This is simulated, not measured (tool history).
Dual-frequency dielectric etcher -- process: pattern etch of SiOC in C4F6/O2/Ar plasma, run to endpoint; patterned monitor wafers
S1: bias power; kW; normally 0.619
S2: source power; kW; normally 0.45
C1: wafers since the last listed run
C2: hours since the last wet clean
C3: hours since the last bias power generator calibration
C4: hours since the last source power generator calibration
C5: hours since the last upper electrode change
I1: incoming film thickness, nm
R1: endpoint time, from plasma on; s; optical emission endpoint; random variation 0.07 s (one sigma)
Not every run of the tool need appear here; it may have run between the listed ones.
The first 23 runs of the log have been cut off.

Run 24, day 23.821: usual settings but S1 0.467 kW, S2 0.52 kW; C1 463; C2 42.4; C3 135.3; C4 151.5; C5 346.7; I1 42.34. Result: R1 12.9 s.
Run 25, day 25.017: usual settings but S1 0.69 kW, S2 0.49 kW; C1 379; C2 71.1; C3 164; C4 180.2; C5 375.4; I1 43.02. Result: R1 11.9 s.
Run 26, day 26.467: usual settings; C1 459; C2 105.9; C3 198.8; C4 215; C5 410.2; I1 42.75. Result: R1 12.7 s.
Run 27, day 27.608: usual settings but S1 0.526 kW; C1 362; C2 133.3; C3 226.2; C4 242.4; C5 437.6; I1 43.37. Result: R1 13.7 s.
Run 28, day 28.371: usual settings but S1 0.569 kW, S2 0.35 kW; C1 241; C2 151.6; C3 244.5; C4 260.7; C5 455.9; I1 42.34. Result: R1 14.5 s.
Run 29, day 28.904: usual settings; C1 169; C2 164.4; C3 257.3; C4 273.5; C5 468.7; I1 43.02. Result: R1 12.9 s.
Run 30, day 30.3: usual settings but S1 0.467 kW, S2 0.52 kW; C1 442; C2 197.9; C3 290.8; C4 307; C5 502.2; I1 42.89. Result: R1 13.3 s.
Run 31, day 30.829: usual settings but S1 0.726 kW, S2 0.48 kW; C1 167; C2 210.6; C3 303.5; C4 319.7; C5 514.9; I1 42.69. Result: R1 11.9 s.
Run 32, day 31.921: usual settings but S1 0.491 kW, S2 0.54 kW; C1 346; C2 236.8; C3 329.7; C4 345.9; C5 541.1; I1 42.97. Result: R1 12.9 s.
Run 33, day 32.633: usual settings but S1 0.522 kW, S2 0.39 kW; C1 225; C2 253.9; C3 346.8; C4 363; C5 558.2; I1 42.34. Result: R1 14.4 s.
Run 34, day 33.946: usual settings but S1 0.465 kW, S2 0.36 kW; C1 416; C2 285.4; C3 378.3; C4 394.5; C5 589.7; I1 42.85. Result: R1 15.8 s.

Forecast each of these 5 alternatives for the next run:
Run A, day 33.962: usual settings but S2 0.55 kW; C1 5; C2 285.8; C3 378.7; C4 394.9; C5 590.1; I1 42.71. Result: R1 ?.
Run B, day 33.962: usual settings but S1 0.56 kW; C1 5; C2 285.8; C3 378.7; C4 394.9; C5 590.1; I1 42.71. Result: R1 ?.
Run C, day 33.962: usual settings but S1 0.746 kW, S2 0.35 kW; C1 5; C2 285.8; C3 378.7; C4 394.9; C5 590.1; I1 42.71. Result: R1 ?.
Run D, day 33.962: usual settings but S1 0.722 kW, S2 0.39 kW; C1 5; C2 285.8; C3 378.7; C4 394.9; C5 590.1; I1 42.71. Result: R1 ?.
Run E, day 33.962: usual settings but S1 0.759 kW, S2 0.55 kW; C1 5; C2 285.8; C3 378.7; C4 394.9; C5 590.1; I1 42.71. Result: R1 ?.

run    R1
  A  11.8
  B  13.3
  C  13.4
  D  12.9
  E    11
The same runs, with their run-to-run variation unchanged, on a tool lacking any hidden condition would have given:
run    R1
  A  11.6
  B  13.1
  C  13.2
  D  12.7
  E  10.9

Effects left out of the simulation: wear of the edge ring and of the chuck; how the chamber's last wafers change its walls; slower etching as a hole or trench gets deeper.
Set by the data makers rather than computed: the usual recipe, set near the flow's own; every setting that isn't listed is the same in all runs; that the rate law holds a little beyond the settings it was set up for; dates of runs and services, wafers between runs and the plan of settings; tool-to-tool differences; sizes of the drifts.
